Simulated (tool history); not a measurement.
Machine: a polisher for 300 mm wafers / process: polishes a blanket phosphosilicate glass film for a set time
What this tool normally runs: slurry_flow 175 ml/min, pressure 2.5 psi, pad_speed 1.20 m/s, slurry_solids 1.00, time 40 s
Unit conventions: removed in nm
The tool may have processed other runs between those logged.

run,day,slurry_flow,pressure,pad_speed,slurry_solids,time,wafers since the last listed run,wafers polished on this pad,hours since the slurry nozzle was cleaned,hours since the head pressure was calibrated,hours since the slurry blender was calibrated,hours since the conditioning disc was replaced,"incoming thickness of the incoming film, nm",removed
1,0.000,175,2.5,1.20,1.00,40,0,856,414.7,201.2,180.3,80.9,1970.3,281.2
2,0.567,175,2.5,1.20,1.00,40,107,963,428.3,214.8,193.9,94.5,1991.9,274.4
3,1.592,175,2.5,1.20,1.00,40,194,1158,452.9,239.4,218.5,119.1,1998.7,273.5
# day 2.429: worn pad replaced by a new one
4,3.029,175,2.5,1.20,1.00,33,240,113,487.4,273.9,253.0,153.6,1931.0,222.3
# day 4.558: conditioning disc replaced and pad reconditioned
5,5.154,175,2.5,1.20,1.00,33,387,500,538.4,324.9,304.0,14.3,1954.1,222.2
6,5.867,175,2.5,1.20,1.00,33,135,635,555.5,342.0,321.1,31.4,1969.0,214.1
# day 5.992: head pressure recalibrated
7,6.558,195,2.5,1.20,1.00,40,115,750,572.1,13.6,337.7,48.0,1936.4,269.5
8,7.892,175,2.5,1.20,1.00,40,252,1003,604.1,45.6,369.7,80.0,1969.4,260.9
9,8.829,175,2.5,1.20,1.00,40,177,1181,626.6,68.1,392.2,102.5,2001.8,255.6
# day 8.983: slurry blender recalibrated
# day 9.492: worn pad replaced by a new one
10,10.167,225,2.5,1.20,0.70,35,206,128,658.7,100.2,28.4,134.6,1980.2,197.3
11,11.525,175,2.5,1.20,1.00,40,257,385,691.3,132.8,61.0,167.2,1987.3,291.6
# day 11.675: slurry nozzle cleaned
# day 11.750: conditioning disc replaced and pad reconditioned
12,12.838,175,2.5,1.20,1.00,40,226,611,27.9,164.3,92.5,26.1,1924.4,289.0
13,13.642,175,2.5,1.40,1.00,40,152,764,47.2,183.6,111.8,45.4,1961.6,322.6
14,14.367,175,2.5,1.20,1.00,40,137,901,64.6,201.0,129.2,62.8,1952.9,286.7
15,15.338,175,2.5,1.08,0.70,40,184,1085,87.9,224.3,152.5,86.1,1941.4,189.0
# day 15.917: worn pad replaced by a new one
16,16.142,175,2.0,1.20,0.90,44,120,42,107.2,243.6,171.8,105.4,1951.5,232.1
17,17.412,175,2.8,1.20,0.90,40,240,283,137.7,274.1,202.3,135.9,1961.1,290.0
18,18.150,175,2.5,1.20,1.25,44,139,423,155.4,291.8,220.0,153.6,1958.2,349.2
19,18.654,175,2.5,1.04,1.00,40,95,518,167.5,303.9,232.1,165.7,1954.7,246.0
# day 18.762: conditioning disc replaced and pad reconditioned
20,19.667,175,2.5,1.20,1.00,40,176,695,191.8,328.2,256.4,21.7,1948.9,270.7
# day 20.404: head pressure recalibrated
21,21.008,175,1.7,1.20,1.00,27,238,933,224.0,14.5,288.6,53.9,1961.9,122.5
22,21.562,235,2.5,0.78,1.10,52,105,1038,237.3,27.8,301.9,67.2,1963.8,276.7
23,22.371,175,2.5,0.94,1.00,40,153,1191,256.7,47.2,321.3,86.6,1968.6,222.9
# day 23.208: worn pad replaced by a new one
24,23.229,120,1.7,1.52,1.00,44,131,3,277.3,67.8,341.9,107.2,1960.1,221.5
25,24.625,175,3.4,1.30,1.15,35,264,268,310.8,101.3,375.4,140.7,1960.8,363.4
# day 24.846: slurry blender recalibrated
# day 25.133: conditioning disc replaced and pad reconditioned
26,25.454,195,2.5,1.20,1.00,40,125,394,330.7,121.2,14.6,7.7,1963.8,296.0

Predict each of these 3 candidate next runs independently; none follows another, all start after run 26:
A,25.471,175,2.5,1.20,1.00,40,3,397,331.1,121.6,15.0,8.1,1963.2,?
B,25.471,175,2.5,0.90,1.20,54,3,397,331.1,121.6,15.0,8.1,1963.2,?
C,25.471,140,1.6,1.20,0.80,40,3,397,331.1,121.6,15.0,8.1,1963.2,?

run,removed
A,298.4
B,356.2
C,154.9
What these runs would have given with no unlogged condition in the tool:
run,removed
A,301.3
B,359.2
C,156.7
